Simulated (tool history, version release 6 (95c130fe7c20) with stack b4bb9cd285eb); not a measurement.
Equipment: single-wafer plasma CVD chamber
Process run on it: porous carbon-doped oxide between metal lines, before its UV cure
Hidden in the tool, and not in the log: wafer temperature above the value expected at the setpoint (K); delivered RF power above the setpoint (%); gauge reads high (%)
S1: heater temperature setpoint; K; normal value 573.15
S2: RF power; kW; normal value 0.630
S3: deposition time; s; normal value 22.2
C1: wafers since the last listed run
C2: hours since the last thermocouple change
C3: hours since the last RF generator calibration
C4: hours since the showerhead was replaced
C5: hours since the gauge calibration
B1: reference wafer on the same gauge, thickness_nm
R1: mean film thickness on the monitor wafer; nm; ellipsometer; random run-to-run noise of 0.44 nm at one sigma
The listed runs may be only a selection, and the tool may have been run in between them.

| run | hour | S1 | S2 | S3 | C1 | C2 | C3 | C4 | C5 | B1 | R1 |
|---|---|---|---|---|---|---|---|---|---|---|---|
| 1 | 0.0 | 573.15 | 0.630 | 22.2 | 0 | 728.4 | 1755.9 | 2136.6 | 138.1 | 120.969 | 145.031 |
| 2 | 49.3 | 573.15 | 0.630 | 22.2 | 1937 | 777.7 | 1805.2 | 2185.9 | 187.4 | 121.123 | 144.979 |
| 3 | 89.6 | 573.15 | 0.630 | 22.2 | 1583 | 818.0 | 1845.5 | 2226.2 | 227.7 | 120.860 | 146.607 |
| 4 | 191.9 | 573.15 | 0.700 | 22.2 | 4020 | 920.3 | 1947.8 | 2328.5 | 330.0 | 121.033 | 162.009 |
| 5 | 247.8 | 561.15 | 0.630 | 22.2 | 2196 | 976.2 | 2003.7 | 2384.4 | 385.9 | 120.986 | 158.357 |
| 6 | 298.7 | 561.15 | 0.630 | 22.2 | 2000 | 1027.1 | 2054.6 | 2435.3 | 436.8 | 120.937 | 157.149 |
| 7 | 367.2 | 561.15 | 0.630 | 22.2 | 2691 | 1095.6 | 2123.1 | 2503.8 | 505.3 | 121.016 | 158.694 |
| 8 | 470.2 | 573.15 | 0.630 | 22.2 | 4047 | 1198.6 | 2226.1 | 2606.8 | 608.3 | 120.912 | 148.320 |
| 9 | 510.4 | 573.15 | 0.630 | 22.2 | 1579 | 1238.8 | 2266.3 | 2647.0 | 648.5 | 121.125 | 149.057 |
|  | 605.9 | thermocouple changed; heater temperature recalibrated |
| 10 | 608.7 | 568.15 | 0.695 | 22.2 | 3548 | 2.8 | 2364.6 | 2745.3 | 746.8 | 120.994 | 162.115 |
| 11 | 678.7 | 573.15 | 0.715 | 22.2 | 2750 | 72.8 | 2434.6 | 2815.3 | 816.8 | 121.160 | 161.836 |
|  | 744.6 | RF generator calibrated |
| 12 | 758.3 | 573.15 | 0.630 | 22.2 | 2813 | 152.4 | 13.7 | 2894.9 | 896.4 | 121.039 | 142.735 |
| 13 | 850.1 | 573.15 | 0.630 | 22.2 | 3607 | 244.2 | 105.5 | 2986.7 | 988.2 | 120.991 | 143.117 |
| 14 | 920.5 | 573.15 | 0.630 | 22.2 | 2766 | 314.6 | 175.9 | 3057.1 | 1058.6 | 120.898 | 143.344 |
| 15 | 1024.0 | 573.15 | 0.630 | 22.2 | 4067 | 418.1 | 279.4 | 3160.6 | 1162.1 | 120.974 | 144.072 |
| 16 | 1073.2 | 580.15 | 0.740 | 22.2 | 1933 | 467.3 | 328.6 | 3209.8 | 1211.3 | 120.978 | 160.757 |
|  | 1100.1 | showerhead replaced |
| 17 | 1112.9 | 573.15 | 0.630 | 21.0 | 1245 | 507.0 | 368.3 | 12.8 | 1251.0 | 121.002 | 136.412 |
| 18 | 1154.0 | 573.15 | 0.630 | 23.8 | 1615 | 548.1 | 409.4 | 53.9 | 1292.1 | 121.100 | 154.826 |
| 19 | 1199.8 | 569.15 | 0.585 | 25.9 | 1799 | 593.9 | 455.2 | 99.7 | 1337.9 | 120.912 | 159.057 |
| 20 | 1255.2 | 573.15 | 0.630 | 22.2 | 2177 | 649.3 | 510.6 | 155.1 | 1393.3 | 120.952 | 144.678 |
| 21 | 1319.7 | 588.15 | 0.630 | 25.2 | 2534 | 713.8 | 575.1 | 219.6 | 1457.8 | 120.865 | 150.251 |
| 22 | 1367.4 | 573.15 | 0.630 | 22.2 | 1874 | 761.5 | 622.8 | 267.3 | 1505.5 | 121.169 | 144.914 |
| 23 | 1414.7 | 564.15 | 0.630 | 22.2 | 1858 | 808.8 | 670.1 | 314.6 | 1552.8 | 121.084 | 153.352 |
| 24 | 1468.2 | 573.15 | 0.630 | 22.2 | 2102 | 862.3 | 723.6 | 368.1 | 1606.3 | 121.007 | 145.980 |
| 25 | 1532.0 | 573.15 | 0.630 | 18.5 | 2507 | 926.1 | 787.4 | 431.9 | 1670.1 | 121.063 | 122.722 |
|  | 1557.7 | gauge calibrated |
| 26 | 1593.9 | 573.15 | 0.630 | 22.2 | 2432 | 988.0 | 849.3 | 493.8 | 36.2 | 120.875 | 147.441 |
| 27 | 1648.6 | 573.15 | 0.630 | 22.2 | 2149 | 1042.7 | 904.0 | 548.5 | 90.9 | 121.028 | 146.630 |
|  | 1677.3 | thermocouple changed; heater temperature recalibrated |
| 28 | 1725.9 | 573.15 | 0.550 | 22.2 | 2723 | 48.6 | 981.3 | 625.8 | 168.2 | 121.051 | 124.222 |
| 29 | 1798.0 | 573.15 | 0.670 | 22.2 | 2833 | 120.7 | 1053.4 | 697.9 | 240.3 | 120.888 | 151.294 |
| 30 | 1979.3 | 581.15 | 0.570 | 25.8 | 7124 | 302.0 | 1234.7 | 879.2 | 421.6 | 121.020 | 143.526 |
| 31 | 2195.9 | 573.15 | 0.630 | 22.2 | 8512 | 518.6 | 1451.3 | 1095.8 | 638.2 | 121.059 | 143.625 |

Predict each of these 5 candidate next runs independently; none follows another, all start after run 31:
| A | 2196.3 | 569.15 | 0.630 | 22.2 | 15 | 519.0 | 1451.7 | 1096.2 | 638.6 | ? | ? |
| B | 2196.3 | 580.15 | 0.630 | 26.5 | 15 | 519.0 | 1451.7 | 1096.2 | 638.6 | ? | ? |
| C | 2196.3 | 566.15 | 0.560 | 25.6 | 15 | 519.0 | 1451.7 | 1096.2 | 638.6 | ? | ? |
| D | 2196.3 | 586.15 | 0.630 | 22.2 | 15 | 519.0 | 1451.7 | 1096.2 | 638.6 | ? | ? |
| E | 2196.3 | 585.15 | 0.710 | 25.6 | 15 | 519.0 | 1451.7 | 1096.2 | 638.6 | ? | ? |

| run | B1 | R1 |
|---|---|---|
| A | 121.091 | 147.249 |
| B | 121.091 | 164.037 |
| C | 121.091 | 152.841 |
| D | 121.091 | 133.766 |
| E | 121.091 | 172.534 |
Without the tool's hidden state the same runs would have given:
| run | R1 |
|---|---|
| A | 146.480 |
| B | 163.232 |
| C | 152.034 |
| D | 133.141 |
| E | 171.724 |

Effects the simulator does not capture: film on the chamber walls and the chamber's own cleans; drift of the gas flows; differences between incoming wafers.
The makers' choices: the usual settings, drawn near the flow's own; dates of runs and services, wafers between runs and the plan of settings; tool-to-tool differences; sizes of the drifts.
